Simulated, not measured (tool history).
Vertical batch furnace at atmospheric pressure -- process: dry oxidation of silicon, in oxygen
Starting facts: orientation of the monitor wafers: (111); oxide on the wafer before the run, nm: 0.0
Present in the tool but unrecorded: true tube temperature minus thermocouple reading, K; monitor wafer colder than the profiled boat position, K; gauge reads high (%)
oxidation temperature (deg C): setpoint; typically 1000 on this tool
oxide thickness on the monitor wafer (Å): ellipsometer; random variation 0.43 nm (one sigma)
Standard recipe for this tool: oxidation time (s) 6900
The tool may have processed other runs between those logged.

run,hour,oxidation temperature (deg C),oxidation time (s),wafers since the last listed run,hours since the last temperature calibration,hours since the boat lift was adjusted,hours since the gauge calibration,"read-back reference wafer on the same gauge, thickness",oxide thickness on the monitor wafer (Å)
1,0,982,4260,0,3393.2,5308.1,32.5,120.86,642
2,11.4,982,4260,161,3404.6,5319.5,43.9,121.03,643
3,24,982,4260,178,3417.2,5332.1,56.5,120.91,646.8
4,44.1,1000,6900,284,3437.3,5352.2,76.6,120.96,1013.7
5,65.1,1000,6900,297,3458.3,5373.2,97.6,121.06,1017.6
6,83.2,1000,6900,256,3476.4,5391.3,115.7,121.2,1003.4
7,100.9,1005,6090,250,3494.1,5409,133.4,121.12,964.5
8,125.1,1005,6090,342,3518.3,5433.2,157.6,120.98,965.3
9,150.2,1000,6900,355,3543.4,5458.3,182.7,121.01,1017.2
10,194.5,975,9840,627,3587.7,5502.6,227,121.01,1065.5
11,214.1,986,4230,277,3607.3,5522.2,246.6,120.97,662.1
# hour 248.5: gauge calibrated
# hour 260.9: boat lift adjusted
# hour 273.1: thermocouples replaced and temperature profile calibrated
12,273.6,1019,10020,329,0.5,12.7,25.1,120.97,1464.5
13,284,987,4770,147,10.9,23.1,35.5,121.04,720.8
14,298.4,1000,6900,203,25.3,37.5,49.9,121.02,1016.3
15,315.3,1000,6900,239,42.2,54.4,66.8,121.04,1009.5
16,325.4,978,7800,143,52.3,64.5,76.9,121.15,936.8
17,336.3,1000,6900,154,63.2,75.4,87.8,121.08,1011.8
18,351.1,1012,4500,209,78,90.2,102.6,120.98,837.2

Describe how what the log doesn't record of the tool's condition differs between the last listed run preceding each entry between runs and the first listed run following it.
Runs 11 to 12: gauge calibrated (hour 248.5); boat lift adjusted (hour 260.9); thermocouples replaced and temperature profile calibrated (hour 273.1)
  the hidden state is the same at both runs
